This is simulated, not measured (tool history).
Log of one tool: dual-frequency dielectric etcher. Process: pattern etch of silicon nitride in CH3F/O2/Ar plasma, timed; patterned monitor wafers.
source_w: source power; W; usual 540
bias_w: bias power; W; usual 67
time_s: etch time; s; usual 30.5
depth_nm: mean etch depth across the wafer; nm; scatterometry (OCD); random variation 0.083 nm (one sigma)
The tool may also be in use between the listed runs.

| run | day | source_w | bias_w | time_s | wafers since the last listed run | hours since the last wet clean | hours since the last source power generator calibration | hours since the last bias power generator calibration | hours since the last upper electrode change | hours since the gauge calibration | read-back reference wafer on the same gauge, depth_nm | depth_nm |
|---|---|---|---|---|---|---|---|---|---|---|---|---|
| 1 | 0 | 540 | 67 | 30.5 | 0 | 312 | 1756.6 | 2835 | 1796 | 175.6 | 22.42 | 22.51 |
| 2 | 0.7 | 540 | 67 | 30.5 | 258 | 328.8 | 1773.4 | 2851.8 | 1812.8 | 192.4 | 22.41 | 22.54 |
| 3 | 1.371 | 540 | 67 | 30.5 | 248 | 344.9 | 1789.5 | 2867.9 | 1828.9 | 208.5 | 22.4 | 22.65 |
| 4 | 2.062 | 540 | 67 | 30.5 | 255 | 361.5 | 1806.1 | 2884.5 | 1845.5 | 225.1 | 22.37 | 22.6 |
| 5 | 2.629 | 540 | 67 | 30.5 | 209 | 375.1 | 1819.7 | 2898.1 | 1859.1 | 238.7 | 22.42 | 22.53 |
| 6 | 3.208 | 540 | 67 | 30.5 | 214 | 389 | 1833.6 | 2912 | 1873 | 252.6 | 22.38 | 22.58 |
|  | 3.942 | source power generator calibrated |
| 7 | 3.962 | 460 | 63 | 30.5 | 217 | 407.1 | 0.5 | 2930.1 | 1891.1 | 270.7 | 22.4 | 20.25 |
| 8 | 4.4 | 460 | 63 | 30.5 | 161 | 417.6 | 11 | 2940.6 | 1901.6 | 281.2 | 22.42 | 20.44 |
| 9 | 4.746 | 490 | 67 | 30.5 | 127 | 425.9 | 19.3 | 2948.9 | 1909.9 | 289.5 | 22.42 | 21.6 |
| 10 | 5.025 | 490 | 67 | 30.5 | 103 | 432.6 | 26 | 2955.6 | 1916.6 | 296.2 | 22.41 | 21.75 |
| 11 | 5.654 | 490 | 67 | 30.5 | 232 | 447.7 | 41.1 | 2970.7 | 1931.7 | 311.3 | 22.4 | 21.65 |
| 12 | 5.908 | 540 | 74 | 30.5 | 94 | 453.8 | 47.2 | 2976.8 | 1937.8 | 317.4 | 22.37 | 23.56 |
|  | 6.375 | bias power generator calibrated |
|  | 6.862 | gauge calibrated |
|  | 7.246 | upper electrode replaced |
| 13 | 7.267 | 540 | 81 | 34 | 118 | 486.4 | 79.8 | 21.4 | 0.5 | 9.7 | 22.38 | 27.39 |
| 14 | 7.312 | 460 | 63 | 30.5 | 16 | 487.5 | 80.9 | 22.5 | 1.6 | 10.8 | 22.4 | 20.49 |
|  | 8.525 | wet clean of the chamber |
| 15 | 8.546 | 540 | 67 | 30.5 | 86 | 0.5 | 110.5 | 52.1 | 31.2 | 40.4 | 22.38 | 22.74 |
| 16 | 8.558 | 540 | 67 | 30.5 | 4 | 0.8 | 110.8 | 52.4 | 31.5 | 40.7 | 22.41 | 22.67 |
| 17 | 8.879 | 540 | 67 | 30.5 | 118 | 8.5 | 118.5 | 60.1 | 39.2 | 48.4 | 22.38 | 22.66 |
| 18 | 9.262 | 540 | 60 | 30.5 | 141 | 17.7 | 127.7 | 69.3 | 48.4 | 57.6 | 22.42 | 21.45 |
| 19 | 9.821 | 540 | 67 | 30.5 | 206 | 31.1 | 141.1 | 82.7 | 61.8 | 71 | 22.38 | 22.51 |
| 20 | 10.483 | 540 | 84 | 30.5 | 245 | 47 | 157 | 98.6 | 77.7 | 86.9 | 22.38 | 25.11 |
| 21 | 11.112 | 480 | 76 | 30.5 | 232 | 62.1 | 172.1 | 113.7 | 92.8 | 102 | 22.39 | 22.79 |
| 22 | 11.646 | 540 | 79 | 27 | 197 | 74.9 | 184.9 | 126.5 | 105.6 | 114.8 | 22.41 | 21.71 |

Run 23 comes next. What will it give?
| 23 | 12.208 | 540 | 67 | 33.5 | 208 | 88.4 | 198.4 | 140 | 119.1 | 128.3 | ? | ? |

read-back reference wafer on the same gauge, depth_nm: 22.42
depth_nm: 24.89 nm
Without the tool's hidden state the same run would have given depth_nm 24.89 nm.

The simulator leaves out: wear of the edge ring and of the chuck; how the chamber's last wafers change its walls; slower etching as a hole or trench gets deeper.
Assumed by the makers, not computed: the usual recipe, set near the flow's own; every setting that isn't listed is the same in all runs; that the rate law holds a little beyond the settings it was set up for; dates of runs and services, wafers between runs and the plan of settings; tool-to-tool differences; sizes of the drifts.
